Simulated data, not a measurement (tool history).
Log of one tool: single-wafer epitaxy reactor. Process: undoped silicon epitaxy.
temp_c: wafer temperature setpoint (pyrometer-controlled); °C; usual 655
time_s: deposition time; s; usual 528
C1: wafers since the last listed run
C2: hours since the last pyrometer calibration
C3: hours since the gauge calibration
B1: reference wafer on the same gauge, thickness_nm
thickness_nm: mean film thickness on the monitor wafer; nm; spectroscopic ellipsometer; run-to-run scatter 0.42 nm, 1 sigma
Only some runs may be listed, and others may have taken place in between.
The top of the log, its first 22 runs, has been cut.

run 23 hour=538.6 | temp_c=645 time_s=528 | C1=146 C2=87.8 C3=773.8 | B1=78.212 | thickness_nm=80.747
run 24 hour=564.5 | temp_c=655 time_s=441 | C1=110 C2=113.7 C3=799.7 | B1=78.209 | thickness_nm=80.942
run 25 hour=591.9 | temp_c=665 time_s=528 | C1=116 C2=141.1 C3=827.1 | B1=78.041 | thickness_nm=117.092
run 26 hour=685.2 | temp_c=655 time_s=459 | C1=396 C2=234.4 C3=920.4 | B1=78.278 | thickness_nm=83.939
run 27 hour=703.5 | temp_c=662 time_s=577 | C1=77 C2=252.7 C3=938.7 | B1=78.251 | thickness_nm=121.962
run 28 hour=716.4 | temp_c=655 time_s=581 | C1=54 C2=265.6 C3=951.6 | B1=78.206 | thickness_nm=107.179
run 29 hour=747.0 | temp_c=661 time_s=597 | C1=130 C2=296.2 C3=982.2 | B1=78.310 | thickness_nm=122.427
-- hour=759.8 gauge calibrated
run 30 hour=767.2 | temp_c=655 time_s=528 | C1=85 C2=316.4 C3=7.4 | B1=78.077 | thickness_nm=96.736
run 31 hour=795.7 | temp_c=664 time_s=528 | C1=121 C2=344.9 C3=35.9 | B1=78.209 | thickness_nm=114.555
run 32 hour=820.4 | temp_c=655 time_s=528 | C1=105 C2=369.6 C3=60.6 | B1=78.164 | thickness_nm=97.666
run 33 hour=842.7 | temp_c=643 time_s=437 | C1=94 C2=391.9 C3=82.9 | B1=78.081 | thickness_nm=63.596
run 34 hour=878.6 | temp_c=667 time_s=469 | C1=152 C2=427.8 C3=118.8 | B1=78.221 | thickness_nm=108.359
run 35 hour=914.5 | temp_c=651 time_s=575 | C1=152 C2=463.7 C3=154.7 | B1=78.234 | thickness_nm=98.272
run 36 hour=928.6 | temp_c=665 time_s=452 | C1=59 C2=477.8 C3=168.8 | B1=78.198 | thickness_nm=99.678
run 37 hour=959.0 | temp_c=647 time_s=528 | C1=129 C2=508.2 C3=199.2 | B1=78.094 | thickness_nm=83.331
run 38 hour=975.7 | temp_c=647 time_s=494 | C1=71 C2=524.9 C3=215.9 | B1=78.310 | thickness_nm=77.883
run 39 hour=1011.5 | temp_c=645 time_s=490 | C1=152 C2=560.7 C3=251.7 | B1=78.245 | thickness_nm=74.523
run 40 hour=1044.3 | temp_c=655 time_s=528 | C1=139 C2=593.5 C3=284.5 | B1=78.277 | thickness_nm=97.376
run 41 hour=1069.6 | temp_c=655 time_s=528 | C1=107 C2=618.8 C3=309.8 | B1=78.199 | thickness_nm=96.977
run 42 hour=1091.1 | temp_c=667 time_s=467 | C1=91 C2=640.3 C3=331.3 | B1=78.225 | thickness_nm=107.673

Below are 5 alternative next runs, each starting from the tool's condition after run 42. Predict each:
run A hour=1091.6 | temp_c=655 time_s=528 | C1=2 C2=640.8 C3=331.8 | B1=? | thickness_nm=?
run B hour=1091.6 | temp_c=662 time_s=479 | C1=2 C2=640.8 C3=331.8 | B1=? | thickness_nm=?
run C hour=1091.6 | temp_c=669 time_s=464 | C1=2 C2=640.8 C3=331.8 | B1=? | thickness_nm=?
run D hour=1091.6 | temp_c=646 time_s=594 | C1=2 C2=640.8 C3=331.8 | B1=? | thickness_nm=?
run E hour=1091.6 | temp_c=663 time_s=570 | C1=2 C2=640.8 C3=331.8 | B1=? | thickness_nm=?

run=A B1=78.189 thickness_nm=97.338
run=B B1=78.189 thickness_nm=100.755
run=C B1=78.189 thickness_nm=111.168
run=D B1=78.189 thickness_nm=92.185
run=E B1=78.189 thickness_nm=122.159
What these runs would have given with no unlogged condition in the tool:
run=A thickness_nm=97.338
run=B thickness_nm=100.755
run=C thickness_nm=111.168
run=D thickness_nm=92.185
run=E thickness_nm=122.159

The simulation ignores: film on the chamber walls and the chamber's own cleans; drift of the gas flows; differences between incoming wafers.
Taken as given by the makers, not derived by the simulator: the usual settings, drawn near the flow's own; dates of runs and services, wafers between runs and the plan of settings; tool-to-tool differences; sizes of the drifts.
